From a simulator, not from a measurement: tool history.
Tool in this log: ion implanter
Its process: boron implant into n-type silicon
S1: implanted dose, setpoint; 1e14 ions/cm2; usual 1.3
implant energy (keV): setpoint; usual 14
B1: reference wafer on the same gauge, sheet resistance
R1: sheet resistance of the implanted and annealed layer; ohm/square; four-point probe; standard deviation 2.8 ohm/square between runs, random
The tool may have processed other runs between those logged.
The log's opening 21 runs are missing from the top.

{"run": 22, "day": 14.183, "S1": 1.3, "implant energy (keV)": 14, "B1": 700.75, "R1": 657.03}
{"run": 23, "day": 14.888, "S1": 1.3, "implant energy (keV)": 11.5, "B1": 700.84, "R1": 672.73}
{"run": 24, "day": 15.546, "S1": 1.3, "implant energy (keV)": 14, "B1": 700.97, "R1": 648.42}
{"run": 25, "day": 16.154, "S1": 1.54, "implant energy (keV)": 12.5, "B1": 700.83, "R1": 573.91}
{"run": 26, "day": 16.517, "S1": 1.44, "implant energy (keV)": 18, "B1": 701.07, "R1": 577.34}
{"run": 27, "day": 16.933, "S1": 1.45, "implant energy (keV)": 17, "B1": 700.84, "R1": 583.64}
{"run": 28, "day": 17.579, "S1": 1.3, "implant energy (keV)": 14, "B1": 701.25, "R1": 655.8}
{"run": 29, "day": 17.838, "S1": 1.68, "implant energy (keV)": 12, "B1": 700.9, "R1": 540.5}
{"day": 18.275, "done": "gauge calibrated"}
{"run": 30, "day": 18.471, "S1": 1.3, "implant energy (keV)": 14, "B1": 700.5, "R1": 656.55}

Consider 5 possible next runs. They are alternatives, not a sequence: every one starts from the tool as it was left by run 30. What does each give?
{"run": "A", "day": 18.488, "S1": 1.3, "implant energy (keV)": 14, "B1": "?", "R1": "?"}
{"run": "B", "day": 18.488, "S1": 0.93, "implant energy (keV)": 14, "B1": "?", "R1": "?"}
{"run": "C", "day": 18.488, "S1": 1.64, "implant energy (keV)": 18, "B1": "?", "R1": "?"}
{"run": "D", "day": 18.488, "S1": 0.95, "implant energy (keV)": 18, "B1": "?", "R1": "?"}
{"run": "E", "day": 18.488, "S1": 1.03, "implant energy (keV)": 10.5, "B1": "?", "R1": "?"}

run=A B1=700.54 R1=650.76
run=B B1=700.54 R1=845.72
run=C B1=700.54 R1=521.29
run=D B1=700.54 R1=799.3
run=E B1=700.54 R1=813.39
With no hidden state in the tool, these same runs would have given:
run=A R1=650.76
run=B R1=845.72
run=C R1=521.29
run=D R1=799.3
run=E R1=813.39

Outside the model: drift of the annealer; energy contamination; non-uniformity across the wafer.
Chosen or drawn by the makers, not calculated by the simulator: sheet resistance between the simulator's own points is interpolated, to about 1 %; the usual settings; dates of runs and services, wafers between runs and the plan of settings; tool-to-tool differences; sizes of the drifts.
